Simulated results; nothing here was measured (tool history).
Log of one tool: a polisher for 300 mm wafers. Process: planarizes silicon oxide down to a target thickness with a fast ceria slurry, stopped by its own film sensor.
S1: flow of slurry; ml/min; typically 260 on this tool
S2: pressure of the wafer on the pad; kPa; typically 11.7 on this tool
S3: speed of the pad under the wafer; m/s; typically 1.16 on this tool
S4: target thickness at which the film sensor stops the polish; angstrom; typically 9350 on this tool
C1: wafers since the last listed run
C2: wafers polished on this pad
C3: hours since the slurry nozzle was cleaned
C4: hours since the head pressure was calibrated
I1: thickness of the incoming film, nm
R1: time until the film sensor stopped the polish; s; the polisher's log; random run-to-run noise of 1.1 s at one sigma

Run 1, day 0: usual settings but S2 9 kPa; C1 0; C2 254; C3 478.5; C4 1049.6; I1 1717.5. Result: R1 118.9 s.
Run 2, day 1.558: usual settings but S1 220 ml/min; C1 309; C2 564; C3 515.9; C4 1087; I1 1702.5. Result: R1 89.7 s.
Run 3, day 1.833: usual settings but S1 220 ml/min; C1 54; C2 618; C3 522.5; C4 1093.6; I1 1702.6. Result: R1 90.5 s.
Run 4, day 2.108: usual settings; C1 54; C2 673; C3 529.1; C4 1100.2; I1 1748.5. Result: R1 93.6 s.
Run 5, day 2.704: usual settings; C1 118; C2 792; C3 543.4; C4 1114.5; I1 1711.7. Result: R1 90.3 s.
At day 2.871: worn pad replaced by a new one.
Run 6, day 3.225: usual settings; C1 70; C2 70; C3 555.9; C4 1127; I1 1719.5. Result: R1 89.6 s.
Run 7, day 3.788: usual settings but S2 10.3 kPa, S3 1.48 m/s; C1 111; C2 181; C3 569.4; C4 1140.5; I1 1726.2. Result: R1 84.6 s.
Run 8, day 4.196: usual settings but S2 13.1 kPa; C1 81; C2 263; C3 579.2; C4 1150.3; I1 1724. Result: R1 82.2 s.
Run 9, day 4.558: usual settings; C1 72; C2 335; C3 587.9; C4 1159; I1 1720. Result: R1 92.3 s.
Run 10, day 5.1: usual settings; C1 107; C2 442; C3 600.9; C4 1172; I1 1701.9. Result: R1 90.4 s.
Run 11, day 5.546: usual settings; C1 88; C2 531; C3 611.6; C4 1182.7; I1 1691.5. Result: R1 88.4 s.
Run 12, day 5.921: usual settings but S1 210 ml/min, S4 9940 angstrom; C1 74; C2 605; C3 620.6; C4 1191.7; I1 1689.9. Result: R1 82.1 s.
At day 6.571: worn pad replaced by a new one.
Run 13, day 6.592: usual settings but S4 10560 angstrom; C1 100; C2 4; C3 636.7; C4 1207.8; I1 1711. Result: R1 77.3 s.
Run 14, day 7.079: usual settings but S4 10560 angstrom; C1 96; C2 101; C3 648.4; C4 1219.5; I1 1684.7. Result: R1 73.6 s.
Run 15, day 7.708: usual settings but S2 11 kPa; C1 125; C2 226; C3 663.5; C4 1234.6; I1 1720.5. Result: R1 96.8 s.
Run 16, day 8.267: usual settings; C1 110; C2 337; C3 676.9; C4 1248; I1 1691.4. Result: R1 91.1 s.
Run 17, day 8.621: usual settings; C1 70; C2 407; C3 685.4; C4 1256.5; I1 1732.8. Result: R1 91.6 s.
Run 18, day 9.196: usual settings; C1 114; C2 521; C3 699.2; C4 1270.3; I1 1690.4. Result: R1 90.4 s.
Run 19, day 10.671: usual settings but S1 290 ml/min, S2 15.2 kPa, S3 0.8 m/s; C1 293; C2 815; C3 734.6; C4 1305.7; I1 1711.9. Result: R1 95.5 s.
At day 11.021: worn pad replaced by a new one, of another model than before.
Run 20, day 11.275: usual settings but S3 1.48 m/s, S4 8530 angstrom; C1 86; C2 50; C3 749.1; C4 1320.2; I1 1729.2. Result: R1 85.9 s.
Run 21, day 11.546: usual settings; C1 53; C2 104; C3 755.6; C4 1326.7; I1 1710.9. Result: R1 87.3 s.
At day 11.971: head pressure recalibrated.
Run 22, day 11.992: usual settings but S1 300 ml/min, S2 9 kPa, S3 0.88 m/s; C1 72; C2 176; C3 766.3; C4 0.5; I1 1718.2. Result: R1 108.6 s.
Run 23, day 12.458: usual settings but S1 175 ml/min, S4 10960 angstrom; C1 92; C2 269; C3 777.5; C4 11.7; I1 1707.6. Result: R1 68.3 s.
At day 12.962: slurry nozzle cleaned.
Run 24, day 13.021: usual settings but S1 290 ml/min; C1 103; C2 372; C3 1.4; C4 25.2; I1 1718.6. Result: R1 81 s.
Run 25, day 13.65: usual settings but S2 9.7 kPa; C1 125; C2 498; C3 16.5; C4 40.3; I1 1716.9. Result: R1 92.1 s.
Run 26, day 13.921: usual settings; C1 53; C2 551; C3 23; C4 46.8; I1 1704.5. Result: R1 83.4 s.
Run 27, day 14.604: usual settings but S2 15.9 kPa; C1 135; C2 687; C3 39.4; C4 63.2; I1 1714.4. Result: R1 66.7 s.
At day 15.129: worn pad replaced by a new one.
Run 28, day 15.346: usual settings but S2 13.1 kPa, S4 7070 angstrom; C1 114; C2 42; C3 57.2; C4 81; I1 1700. Result: R1 98.1 s.
Run 29, day 16.025: usual settings; C1 134; C2 177; C3 73.5; C4 97.3; I1 1698.5. Result: R1 81.3 s.
Run 30, day 16.358: usual settings but S3 1.54 m/s, S4 11950 angstrom; C1 66; C2 244; C3 81.5; C4 105.3; I1 1728.7. Result: R1 49.9 s.
Run 31, day 16.688: usual settings but S2 10.3 kPa; C1 65; C2 309; C3 89.4; C4 113.2; I1 1709.6. Result: R1 89.8 s.
Run 32, day 16.983: usual settings but S1 295 ml/min, S3 0.92 m/s, S4 11580 angstrom; C1 58; C2 368; C3 96.5; C4 120.3; I1 1692.6. Result: R1 63.7 s.
Run 33, day 17.546: usual settings but S1 235 ml/min; C1 111; C2 480; C3 110; C4 133.8; I1 1701.1. Result: R1 84.3 s.
Run 34, day 17.8: usual settings but S2 10.3 kPa, S3 1.52 m/s; C1 50; C2 530; C3 116.1; C4 139.9; I1 1729.5. Result: R1 80 s.
At day 19.771: worn pad replaced by a new one.
Run 35, day 19.862: usual settings but S1 285 ml/min, S3 1.26 m/s, S4 11690 angstrom; C1 376; C2 18; C3 165.6; C4 189.4; I1 1731.6. Result: R1 58.2 s.
Run 36, day 20.171: usual settings; C1 61; C2 79; C3 173; C4 196.8; I1 1696.7. Result: R1 83.8 s.
Run 37, day 20.883: usual settings but S1 315 ml/min, S2 13.8 kPa, S3 1.56 m/s, S4 7570 angstrom; C1 141; C2 221; C3 190.1; C4 213.9; I1 1716.1. Result: R1 80.4 s.

What was the tool's hidden state at every run in the log?
removal rate lost through wear of the pad, %: 0, the same for each run
slurry flow missing at the pad, %: 0, the same for each run
H1: deviation of the head's pressure from its setpoint, %
run      H1
  1     -10
  2   -10.1
  3   -10.1
  4   -10.1
  5   -10.1
  6   -10.2
  7   -10.2
  8   -10.2
  9   -10.2
 10   -10.3
 11   -10.3
 12   -10.3
 13   -10.3
 14   -10.3
 15   -10.3
 16   -10.4
 17   -10.4
 18   -10.4
 19   -10.4
 20   -10.5
 21   -10.5
 22  -0.736
 23   -1.09
 24    -1.5
 25   -1.95
 26   -2.13
 27   -2.59
 28   -3.06
 29   -3.48
 30   -3.68
 31   -3.87
 32   -4.04
 33   -4.35
 34   -4.49
 35   -5.53
 36   -5.68
 37      -6
